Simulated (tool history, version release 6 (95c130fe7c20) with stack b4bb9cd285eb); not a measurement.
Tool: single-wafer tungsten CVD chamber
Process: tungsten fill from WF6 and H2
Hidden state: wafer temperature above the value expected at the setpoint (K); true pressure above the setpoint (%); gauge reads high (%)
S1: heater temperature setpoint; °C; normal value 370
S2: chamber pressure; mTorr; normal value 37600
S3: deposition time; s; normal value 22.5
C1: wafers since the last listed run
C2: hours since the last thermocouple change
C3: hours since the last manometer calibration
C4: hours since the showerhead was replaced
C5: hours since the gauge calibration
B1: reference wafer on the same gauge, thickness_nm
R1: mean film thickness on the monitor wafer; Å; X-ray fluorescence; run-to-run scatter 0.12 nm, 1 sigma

run	hour	S1	S2	S3	C1	C2	C3	C4	C5	B1	R1
1	0.0	370	37600	22.5	0	500.7	988.7	6114.3	18.5	33.996	412.70
2	74.0	370	37600	22.5	2291	574.7	1062.7	6188.3	92.5	33.963	414.31
3	168.1	370	37600	22.5	2913	668.8	1156.8	6282.4	186.6	34.021	411.20
4	259.4	370	37600	22.5	2826	760.1	1248.1	6373.7	277.9	34.018	413.05
5	347.9	370	37600	22.5	2739	848.6	1336.6	6462.2	366.4	34.043	416.37
6	398.2	370	37600	22.5	1557	898.9	1386.9	6512.5	416.7	34.022	413.96
7	493.0	370	37600	22.5	2935	993.7	1481.7	6607.3	511.5	33.988	414.78
8	594.4	370	37600	22.5	3139	1095.1	1583.1	6708.7	612.9	33.994	416.85
9	640.2	370	37600	22.5	1417	1140.9	1628.9	6754.5	658.7	34.034	415.54
10	686.3	370	43000	22.5	1427	1187.0	1675.0	6800.6	704.8	33.986	447.01
11	725.4	370	37600	22.5	1210	1226.1	1714.1	6839.7	743.9	34.043	415.94
12	857.6	370	37600	22.5	4092	1358.3	1846.3	6971.9	876.1	34.059	414.57
13	943.9	370	37600	22.5	2671	1444.6	1932.6	7058.2	962.4	34.033	416.32
14	991.3	370	37600	22.5	1467	1492.0	1980.0	7105.6	1009.8	33.988	416.54
15	1082.6	370	37600	26.0	2826	1583.3	2071.3	7196.9	1101.1	34.019	482.54
# hour 1108.9: capacitance manometer re-zeroed and calibrated
# hour 1276.5: thermocouple changed; heater temperature recalibrated
# hour 1289.9: gauge calibrated
16	1314.8	365	34100	20.4	6693	38.3	205.9	7429.1	24.9	34.008	302.67
17	1351.8	375	46700	20.2	1145	75.3	242.9	7466.1	61.9	34.042	432.04
18	1426.6	370	37600	26.9	2315	150.1	317.7	7540.9	136.7	34.015	471.12
19	1469.4	370	44500	20.7	1325	192.9	360.5	7583.7	179.5	34.005	392.30
# hour 1488.6: showerhead replaced
20	1552.3	370	37600	22.5	2318	275.8	443.4	63.7	262.4	34.014	393.68
# hour 1636.0: thermocouple changed; heater temperature recalibrated, repeated, since the last time left the tool worse
21	1638.5	370	37600	22.5	2421	2.5	529.6	149.9	348.6	34.009	406.78
22	1694.1	370	37600	22.5	1721	58.1	585.2	205.5	404.2	34.052	408.02
23	1781.3	370	37600	22.5	2699	145.3	672.4	292.7	491.4	34.048	408.20
24	1829.7	364	31300	22.5	1498	193.7	720.8	341.1	539.8	34.001	329.32
25	1908.6	384	28500	18.9	2442	272.6	799.7	420.0	618.7	33.985	395.04
26	2014.8	384	37600	22.5	3287	378.8	905.9	526.2	724.9	34.001	545.51
27	2121.8	384	30600	25.1	3312	485.8	1012.9	633.2	831.9	34.041	550.26

Each row is a separate what-if for the run after 27, all from the same tool condition, not one after another. Results?
A	2122.2	370	37600	22.5	12	486.2	1013.3	633.6	832.3	?	?
B	2122.2	379	37600	20.8	12	486.2	1013.3	633.6	832.3	?	?
C	2122.2	370	43600	22.5	12	486.2	1013.3	633.6	832.3	?	?
D	2122.2	370	30700	26.1	12	486.2	1013.3	633.6	832.3	?	?

run	B1	R1
A	33.966	413.07
B	33.966	457.57
C	33.966	445.11
D	33.966	431.33
With the hidden condition removed and each run's random variation left untouched, the same runs would have given:
run	R1
A	406.35
B	450.33
C	437.87
D	424.32

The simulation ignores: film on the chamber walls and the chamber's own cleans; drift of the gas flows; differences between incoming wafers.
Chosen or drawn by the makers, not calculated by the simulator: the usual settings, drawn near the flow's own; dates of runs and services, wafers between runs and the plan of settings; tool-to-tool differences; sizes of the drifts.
